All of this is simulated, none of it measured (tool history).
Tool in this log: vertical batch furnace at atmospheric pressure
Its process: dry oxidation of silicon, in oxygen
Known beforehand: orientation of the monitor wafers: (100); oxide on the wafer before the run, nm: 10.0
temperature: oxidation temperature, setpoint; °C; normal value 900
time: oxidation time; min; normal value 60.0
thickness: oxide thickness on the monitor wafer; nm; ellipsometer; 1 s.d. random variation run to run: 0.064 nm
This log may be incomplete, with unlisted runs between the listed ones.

run,day,temperature,time,wafers since the last listed run,hours since the last temperature calibration,hours since the boat lift was adjusted,hours since the gauge calibration,"read-back reference wafer on the same gauge, thickness",thickness
1,0.000,900,38.0,0,2219.6,2819.2,700.9,24.70,19.09
2,0.746,900,38.0,234,2237.5,2837.1,718.8,24.73,19.08
3,1.600,900,38.0,268,2258.0,2857.6,739.3,24.69,19.08
4,2.342,900,67.0,233,2275.8,2875.4,757.1,24.71,24.75
5,3.571,900,67.0,386,2305.3,2904.9,786.6,24.68,24.55
6,4.146,886,76.5,180,2319.1,2918.7,800.4,24.71,23.63
7,4.867,886,76.5,226,2336.4,2936.0,817.7,24.69,23.66
8,5.488,900,60.0,195,2351.3,2950.9,832.6,24.70,23.41
9,9.467,900,60.0,1250,2446.8,3046.4,928.1,24.71,23.24
10,10.242,900,60.0,243,2465.4,3065.0,946.7,24.72,23.28
11,10.758,900,60.0,162,2477.8,3077.4,959.1,24.73,23.33
12,12.133,900,83.5,432,2510.8,3110.4,992.1,24.69,27.37
13,12.642,900,60.0,159,2523.0,3122.6,1004.3,24.69,23.31
14,13.250,900,60.0,191,2537.6,3137.2,1018.9,24.72,23.32
15,14.029,900,60.0,244,2556.3,3155.9,1037.6,24.71,23.43
16,15.283,900,60.0,394,2586.4,3186.0,1067.7,24.72,23.49
17,16.033,900,46.5,235,2604.4,3204.0,1085.7,24.71,20.84
18,17.371,875,35.0,420,2636.5,3236.1,1117.8,24.72,15.95
19,18.083,881,71.5,223,2653.6,3253.2,1134.9,24.70,22.13
20,18.742,893,32.0,206,2669.4,3269.0,1150.7,24.71,17.15
21,19.342,913,60.0,188,2683.8,3283.4,1165.1,24.70,25.63
# day 20.096: gauge calibrated
22,20.692,900,38.0,424,2716.2,3315.8,14.3,24.71,19.02
23,21.275,915,75.0,183,2730.2,3329.8,28.3,24.73,29.19
24,21.962,880,77.0,216,2746.7,3346.3,44.8,24.68,22.64
# day 23.375: thermocouples replaced and temperature profile calibrated
25,23.396,875,60.0,136,0.5,3380.7,79.2,24.71,19.57
26,24.146,884,38.0,235,18.5,3398.7,97.2,24.68,17.44
27,24.879,875,40.5,230,36.1,3416.3,114.8,24.70,16.87
28,25.888,889,48.5,316,60.3,3440.5,139.0,24.71,19.64
29,27.046,900,49.5,363,88.1,3468.3,166.8,24.69,21.38
30,27.733,900,34.5,216,104.6,3484.8,183.3,24.70,18.31
31,28.654,900,60.0,289,126.7,3506.9,205.4,24.68,23.30
# day 30.454: boat lift adjusted
32,31.854,879,51.0,691,203.5,33.6,282.2,24.70,18.92
33,33.012,900,79.0,363,231.3,61.4,310.0,24.70,26.55
34,34.500,900,60.0,467,267.0,97.1,345.7,24.70,23.49
35,35.412,900,38.0,286,288.9,119.0,367.6,24.69,19.10
36,36.592,892,89.0,370,317.2,147.3,395.9,24.70,26.71
37,37.612,917,82.0,320,341.7,171.8,420.4,24.71,31.27
38,39.088,900,60.0,463,377.1,207.2,455.8,24.69,23.32
39,39.629,911,41.5,170,390.1,220.2,468.8,24.71,21.30
40,40.946,900,60.0,413,421.7,251.8,500.4,24.69,23.20

Exercise: give the hidden state of the tool at every run:
true tube temperature minus thermocouple reading, K: 0 at every run
monitor wafer colder than the profiled boat position, K: 0 at every run
gauge reads high (%): 0 at every run

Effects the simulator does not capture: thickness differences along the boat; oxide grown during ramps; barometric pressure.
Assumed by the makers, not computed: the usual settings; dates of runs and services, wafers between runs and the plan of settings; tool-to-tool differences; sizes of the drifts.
